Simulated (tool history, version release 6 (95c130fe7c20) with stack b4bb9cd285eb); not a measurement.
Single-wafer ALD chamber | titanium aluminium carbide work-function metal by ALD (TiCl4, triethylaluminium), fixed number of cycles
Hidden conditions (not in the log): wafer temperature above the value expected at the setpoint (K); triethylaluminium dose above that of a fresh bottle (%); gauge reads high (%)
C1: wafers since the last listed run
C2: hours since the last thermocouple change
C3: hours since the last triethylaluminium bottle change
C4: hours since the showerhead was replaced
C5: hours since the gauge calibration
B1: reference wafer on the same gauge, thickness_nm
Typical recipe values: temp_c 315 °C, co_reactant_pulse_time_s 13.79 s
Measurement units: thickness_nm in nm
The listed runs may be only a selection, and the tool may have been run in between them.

{"run": 1, "hour": 0.0, "temp_c": 315, "co_reactant_pulse_time_s": 13.79, "C1": 0, "C2": 1513.3, "C3": 1315.6, "C4": 6452.1, "C5": 554.6, "B1": 2.161, "thickness_nm": 2.096}
{"run": 2, "hour": 42.1, "temp_c": 315, "co_reactant_pulse_time_s": 13.79, "C1": 327, "C2": 1555.4, "C3": 1357.7, "C4": 6494.2, "C5": 596.7, "B1": 2.161, "thickness_nm": 2.095}
{"run": 3, "hour": 112.5, "temp_c": 315, "co_reactant_pulse_time_s": 13.79, "C1": 547, "C2": 1625.8, "C3": 1428.1, "C4": 6564.6, "C5": 667.1, "B1": 2.161, "thickness_nm": 2.094}
{"run": 4, "hour": 162.9, "temp_c": 315, "co_reactant_pulse_time_s": 13.79, "C1": 392, "C2": 1676.2, "C3": 1478.5, "C4": 6615.0, "C5": 717.5, "B1": 2.16, "thickness_nm": 2.099}
{"run": 5, "hour": 211.9, "temp_c": 315, "co_reactant_pulse_time_s": 10.07, "C1": 381, "C2": 1725.2, "C3": 1527.5, "C4": 6664.0, "C5": 766.5, "B1": 2.16, "thickness_nm": 2.009}
{"run": 6, "hour": 268.0, "temp_c": 327, "co_reactant_pulse_time_s": 13.79, "C1": 436, "C2": 1781.3, "C3": 1583.6, "C4": 6720.1, "C5": 822.6, "B1": 2.16, "thickness_nm": 2.184}
{"run": 7, "hour": 351.8, "temp_c": 327, "co_reactant_pulse_time_s": 13.79, "C1": 651, "C2": 1865.1, "C3": 1667.4, "C4": 6803.9, "C5": 906.4, "B1": 2.161, "thickness_nm": 2.175}
{"run": 8, "hour": 395.7, "temp_c": 327, "co_reactant_pulse_time_s": 13.79, "C1": 341, "C2": 1909.0, "C3": 1711.3, "C4": 6847.8, "C5": 950.3, "B1": 2.161, "thickness_nm": 2.178}
{"run": 9, "hour": 431.4, "temp_c": 326, "co_reactant_pulse_time_s": 12.41, "C1": 277, "C2": 1944.7, "C3": 1747.0, "C4": 6883.5, "C5": 986.0, "B1": 2.16, "thickness_nm": 2.144}
{"hour": 453.5, "done": "triethylaluminium bottle replaced"}
{"run": 10, "hour": 469.3, "temp_c": 326, "co_reactant_pulse_time_s": 12.41, "C1": 232, "C2": 1982.6, "C3": 15.8, "C4": 6921.4, "C5": 1023.9, "B1": 2.162, "thickness_nm": 2.184}
{"run": 11, "hour": 515.8, "temp_c": 318, "co_reactant_pulse_time_s": 13.79, "C1": 361, "C2": 2029.1, "C3": 62.3, "C4": 6967.9, "C5": 1070.4, "B1": 2.16, "thickness_nm": 2.141}
{"run": 12, "hour": 552.6, "temp_c": 315, "co_reactant_pulse_time_s": 13.79, "C1": 286, "C2": 2065.9, "C3": 99.1, "C4": 7004.7, "C5": 1107.2, "B1": 2.159, "thickness_nm": 2.125}
{"run": 13, "hour": 592.5, "temp_c": 315, "co_reactant_pulse_time_s": 11.55, "C1": 310, "C2": 2105.8, "C3": 139.0, "C4": 7044.6, "C5": 1147.1, "B1": 2.161, "thickness_nm": 2.093}
{"run": 14, "hour": 636.3, "temp_c": 315, "co_reactant_pulse_time_s": 11.55, "C1": 340, "C2": 2149.6, "C3": 182.8, "C4": 7088.4, "C5": 1190.9, "B1": 2.161, "thickness_nm": 2.107}
{"run": 15, "hour": 668.7, "temp_c": 315, "co_reactant_pulse_time_s": 11.55, "C1": 252, "C2": 2182.0, "C3": 215.2, "C4": 7120.8, "C5": 1223.3, "B1": 2.16, "thickness_nm": 2.105}
{"hour": 672.5, "done": "gauge calibrated"}
{"run": 16, "hour": 715.9, "temp_c": 315, "co_reactant_pulse_time_s": 17.32, "C1": 367, "C2": 2229.2, "C3": 262.4, "C4": 7168.0, "C5": 43.4, "B1": 2.16, "thickness_nm": 2.132}
{"run": 17, "hour": 750.1, "temp_c": 301, "co_reactant_pulse_time_s": 15.37, "C1": 266, "C2": 2263.4, "C3": 296.6, "C4": 7202.2, "C5": 77.6, "B1": 2.161, "thickness_nm": 2.018}
{"run": 18, "hour": 779.3, "temp_c": 315, "co_reactant_pulse_time_s": 10.43, "C1": 227, "C2": 2292.6, "C3": 325.8, "C4": 7231.4, "C5": 106.8, "B1": 2.16, "thickness_nm": 2.078}
{"run": 19, "hour": 805.3, "temp_c": 311, "co_reactant_pulse_time_s": 17.56, "C1": 202, "C2": 2318.6, "C3": 351.8, "C4": 7257.4, "C5": 132.8, "B1": 2.161, "thickness_nm": 2.096}
{"run": 20, "hour": 829.6, "temp_c": 320, "co_reactant_pulse_time_s": 18.07, "C1": 189, "C2": 2342.9, "C3": 376.1, "C4": 7281.7, "C5": 157.1, "B1": 2.159, "thickness_nm": 2.173}
{"run": 21, "hour": 898.4, "temp_c": 324, "co_reactant_pulse_time_s": 19.2, "C1": 535, "C2": 2411.7, "C3": 444.9, "C4": 7350.5, "C5": 225.9, "B1": 2.16, "thickness_nm": 2.204}
{"run": 22, "hour": 927.2, "temp_c": 322, "co_reactant_pulse_time_s": 8.99, "C1": 224, "C2": 2440.5, "C3": 473.7, "C4": 7379.3, "C5": 254.7, "B1": 2.16, "thickness_nm": 2.066}
{"run": 23, "hour": 965.9, "temp_c": 315, "co_reactant_pulse_time_s": 13.79, "C1": 301, "C2": 2479.2, "C3": 512.4, "C4": 7418.0, "C5": 293.4, "B1": 2.16, "thickness_nm": 2.114}
{"hour": 987.1, "done": "showerhead replaced"}
{"run": 24, "hour": 1028.5, "temp_c": 315, "co_reactant_pulse_time_s": 13.79, "C1": 424, "C2": 2541.8, "C3": 575.0, "C4": 41.4, "C5": 356.0, "B1": 2.16, "thickness_nm": 2.119}
{"run": 25, "hour": 1062.7, "temp_c": 306, "co_reactant_pulse_time_s": 17.42, "C1": 266, "C2": 2576.0, "C3": 609.2, "C4": 75.6, "C5": 390.2, "B1": 2.159, "thickness_nm": 2.075}
{"run": 26, "hour": 1090.2, "temp_c": 315, "co_reactant_pulse_time_s": 11.58, "C1": 213, "C2": 2603.5, "C3": 636.7, "C4": 103.1, "C5": 417.7, "B1": 2.159, "thickness_nm": 2.1}
{"hour": 1102.6, "done": "thermocouple changed; heater temperature recalibrated"}
{"run": 27, "hour": 1128.9, "temp_c": 319, "co_reactant_pulse_time_s": 13.79, "C1": 238, "C2": 26.3, "C3": 675.4, "C4": 141.8, "C5": 456.4, "B1": 2.16, "thickness_nm": 2.116}
{"run": 28, "hour": 1168.9, "temp_c": 315, "co_reactant_pulse_time_s": 17.5, "C1": 311, "C2": 66.3, "C3": 715.4, "C4": 181.8, "C5": 496.4, "B1": 2.16, "thickness_nm": 2.096}
{"run": 29, "hour": 1208.7, "temp_c": 315, "co_reactant_pulse_time_s": 13.79, "C1": 309, "C2": 106.1, "C3": 755.2, "C4": 221.6, "C5": 536.2, "B1": 2.159, "thickness_nm": 2.085}
{"run": 30, "hour": 1277.1, "temp_c": 315, "co_reactant_pulse_time_s": 13.79, "C1": 532, "C2": 174.5, "C3": 823.6, "C4": 290.0, "C5": 604.6, "B1": 2.159, "thickness_nm": 2.082}
{"run": 31, "hour": 1312.4, "temp_c": 315, "co_reactant_pulse_time_s": 18.72, "C1": 274, "C2": 209.8, "C3": 858.9, "C4": 325.3, "C5": 639.9, "B1": 2.16, "thickness_nm": 2.104}
{"run": 32, "hour": 1349.3, "temp_c": 315, "co_reactant_pulse_time_s": 15.81, "C1": 287, "C2": 246.7, "C3": 895.8, "C4": 362.2, "C5": 676.8, "B1": 2.16, "thickness_nm": 2.101}
{"run": 33, "hour": 1421.0, "temp_c": 315, "co_reactant_pulse_time_s": 13.79, "C1": 557, "C2": 318.4, "C3": 967.5, "C4": 433.9, "C5": 748.5, "B1": 2.16, "thickness_nm": 2.09}
{"run": 34, "hour": 1449.3, "temp_c": 315, "co_reactant_pulse_time_s": 13.79, "C1": 220, "C2": 346.7, "C3": 995.8, "C4": 462.2, "C5": 776.8, "B1": 2.16, "thickness_nm": 2.093}

3 options for the next run, each taken on its own from the tool as it stands now. Forecast them:
{"run": "A", "hour": 1449.7, "temp_c": 315, "co_reactant_pulse_time_s": 13.79, "C1": 3, "C2": 347.1, "C3": 996.2, "C4": 462.6, "C5": 777.2, "B1": "?", "thickness_nm": "?"}
{"run": "B", "hour": 1449.7, "temp_c": 326, "co_reactant_pulse_time_s": 8.81, "C1": 3, "C2": 347.1, "C3": 996.2, "C4": 462.6, "C5": 777.2, "B1": "?", "thickness_nm": "?"}
{"run": "C", "hour": 1449.7, "temp_c": 329, "co_reactant_pulse_time_s": 12.35, "C1": 3, "C2": 347.1, "C3": 996.2, "C4": 462.6, "C5": 777.2, "B1": "?", "thickness_nm": "?"}

run=A B1=2.160 thickness_nm=2.082
run=B B1=2.160 thickness_nm=2.049
run=C B1=2.160 thickness_nm=2.170
What these runs would have given with no unlogged condition in the tool:
run=A thickness_nm=2.070
run=B thickness_nm=2.059
run=C thickness_nm=2.163
